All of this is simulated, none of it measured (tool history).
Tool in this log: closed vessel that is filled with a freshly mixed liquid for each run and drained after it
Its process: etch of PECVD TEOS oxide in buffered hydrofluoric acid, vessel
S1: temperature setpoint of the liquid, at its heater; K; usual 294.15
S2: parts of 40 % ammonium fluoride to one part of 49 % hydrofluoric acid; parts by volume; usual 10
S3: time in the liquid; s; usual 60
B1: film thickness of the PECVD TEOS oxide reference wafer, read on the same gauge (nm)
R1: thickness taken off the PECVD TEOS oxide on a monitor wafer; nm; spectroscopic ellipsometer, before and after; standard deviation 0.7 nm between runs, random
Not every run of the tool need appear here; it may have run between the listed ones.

run    hour      S1    S2  S3      B1      R1
  1       0  296.65    10  60  139.97   193.7
  2   133.6  296.65    10  60  139.99  191.49
  3   239.7  296.65    10  60  140.01  191.85
  4   311.2  294.15    10  60  140.01  166.25
  5   408.5  294.15    10  60  140.01  165.16
  6   447.8  294.15    10  60     140  164.97
  7   550.8  294.15    10  60     140  163.59
  8   617.9  294.15    10  60  139.99  163.34
        657  -- gauge calibrated
  9   698.7  294.15    10  60     140   162.5
      759.4  -- hydrofluoric acid flow meter replaced
 10   786.5  294.15    10  60     140  172.09
 11   850.6  295.65    14  45  139.99   100.6
 12   952.7  292.15  11.5  60  139.97  132.47
 13    1003  294.15  12.5  50  140.02  114.56
 14  1104.2  294.15    10  30  140.01   84.87

What does the tool deliver on the next run?
     1119.4  -- thermometer replaced
 15  1174  290.15  11.5  60   ?   ?

For run 15 the tool returned B1 139.99, R1 117.42 nm.
On a tool with no hidden condition, and with the same random variation, this run would have come out at R1 120.31 nm.

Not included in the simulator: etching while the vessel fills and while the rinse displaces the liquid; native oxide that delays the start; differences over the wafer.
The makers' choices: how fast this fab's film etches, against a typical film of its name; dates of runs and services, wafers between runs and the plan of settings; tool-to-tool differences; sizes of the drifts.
